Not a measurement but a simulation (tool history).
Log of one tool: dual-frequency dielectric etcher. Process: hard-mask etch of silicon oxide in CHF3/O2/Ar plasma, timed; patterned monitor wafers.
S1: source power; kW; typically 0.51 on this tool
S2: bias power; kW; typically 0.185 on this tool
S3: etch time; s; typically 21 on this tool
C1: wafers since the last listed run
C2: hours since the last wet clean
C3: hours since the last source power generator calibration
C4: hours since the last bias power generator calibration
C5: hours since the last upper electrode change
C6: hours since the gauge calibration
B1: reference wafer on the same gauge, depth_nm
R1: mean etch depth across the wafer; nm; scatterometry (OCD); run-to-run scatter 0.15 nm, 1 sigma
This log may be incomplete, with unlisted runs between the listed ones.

run	hour	S1	S2	S3	C1	C2	C3	C4	C5	C6	B1	R1
1	0	0.51	0.15	21	0	285.5	4618.4	3852.5	3628.7	1995.9	33.3	36.98
# hour 124.3: wet clean of the chamber
2	146.6	0.51	0.185	21	2424	22.3	4765	3999.1	3775.3	2142.5	33.29	40.29
3	218.6	0.51	0.185	21	1424	94.3	4837	4071.1	3847.3	2214.5	33.36	39.64
# hour 259.9: bias power generator calibrated
4	260.4	0.51	0.185	21	747	136.1	4878.8	0.5	3889.1	2256.3	33.22	39.55
5	311.5	0.46	0.185	21	1010	187.2	4929.9	51.6	3940.2	2307.4	33.3	37.49
6	367.3	0.46	0.185	21	1103	243	4985.7	107.4	3996	2363.2	33.29	37.44
# hour 402.6: gauge calibrated
7	428.5	0.46	0.185	21	1210	304.2	5046.9	168.6	4057.2	25.9	33.32	37.17
8	493.3	0.51	0.185	21	1281	369	5111.7	233.4	4122	90.7	33.23	38.58
9	534.1	0.51	0.185	21	806	409.8	5152.5	274.2	4162.8	131.5	33.34	38.8
# hour 606: wet clean of the chamber
10	606.5	0.51	0.185	21	957	0.5	5224.9	346.6	4235.2	203.9	33.28	40.21
11	655.6	0.44	0.185	27	971	49.6	5274	395.7	4284.3	253	33.39	48.09
12	711.1	0.42	0.209	17	1097	105.1	5329.5	451.2	4339.8	308.5	33.34	30.57
13	773.7	0.51	0.155	22.5	1238	167.7	5392.1	513.8	4402.4	371.1	33.29	40.9
14	837.1	0.51	0.185	21	1253	231.1	5455.5	577.2	4465.8	434.5	33.37	39.23
15	874.5	0.56	0.215	25	739	268.5	5492.9	614.6	4503.2	471.9	33.26	50.98
16	912.3	0.59	0.185	19	747	306.3	5530.7	652.4	4541	509.7	33.32	37.66
# hour 970.1: source power generator calibrated
17	970.6	0.51	0.185	21	1074	364.6	0.5	710.7	4599.3	568	33.33	38.93
18	1014	0.51	0.164	25.5	858	408	43.9	754.1	4642.7	611.4	33.26	45.9
19	1058.8	0.44	0.185	26	886	452.8	88.7	798.9	4687.5	656.2	33.31	44.89
# hour 1144.9: wet clean of the chamber
# hour 1160.4: upper electrode replaced, of another model than before
20	1251.8	0.4	0.185	25.5	3036	106.9	281.7	991.9	91.4	849.2	33.26	40.46
21	1288.8	0.51	0.185	21	731	143.9	318.7	1028.9	128.4	886.2	33.32	39.8
22	1315.6	0.45	0.185	21	530	170.7	345.5	1055.7	155.2	913	33.3	36.36
23	1367.3	0.6	0.185	21	1022	222.4	397.2	1107.4	206.9	964.7	33.32	43.78
24	1435.4	0.63	0.185	25.5	1346	290.5	465.3	1175.5	275	1032.8	33.3	54.51
25	1479.9	0.51	0.185	24.5	880	335	509.8	1220	319.5	1077.3	33.33	45.44
# hour 1565.1: wet clean of the chamber
26	1673.1	0.51	0.185	21	3346	108	703	1413.2	512.7	1270.5	33.33	39.86
27	1729.4	0.54	0.185	23.5	1113	164.3	759.3	1469.5	569	1326.8	33.25	45.99
28	1797.5	0.59	0.22	26.5	1346	232.4	827.4	1537.6	637.1	1394.9	33.3	56.66
29	1856.5	0.51	0.185	21	1166	291.4	886.4	1596.6	696.1	1453.9	33.28	39.3

Each row is a separate what-if for the run after 29, all from the same tool condition, not one after another. Results?
A	1856.9	0.64	0.185	21	7	291.8	886.8	1597	696.5	1454.3	?	?
B	1856.9	0.44	0.218	18.5	7	291.8	886.8	1597	696.5	1454.3	?	?
C	1856.9	0.55	0.21	21	7	291.8	886.8	1597	696.5	1454.3	?	?
D	1856.9	0.51	0.206	21	7	291.8	886.8	1597	696.5	1454.3	?	?

run	B1	R1
A	33.29	45.47
B	33.29	32.38
C	33.29	42.51
D	33.29	40.32
What these runs would have given with no unlogged condition in the tool:
run	R1
A	46.49
B	33.11
C	43.46
D	41.23

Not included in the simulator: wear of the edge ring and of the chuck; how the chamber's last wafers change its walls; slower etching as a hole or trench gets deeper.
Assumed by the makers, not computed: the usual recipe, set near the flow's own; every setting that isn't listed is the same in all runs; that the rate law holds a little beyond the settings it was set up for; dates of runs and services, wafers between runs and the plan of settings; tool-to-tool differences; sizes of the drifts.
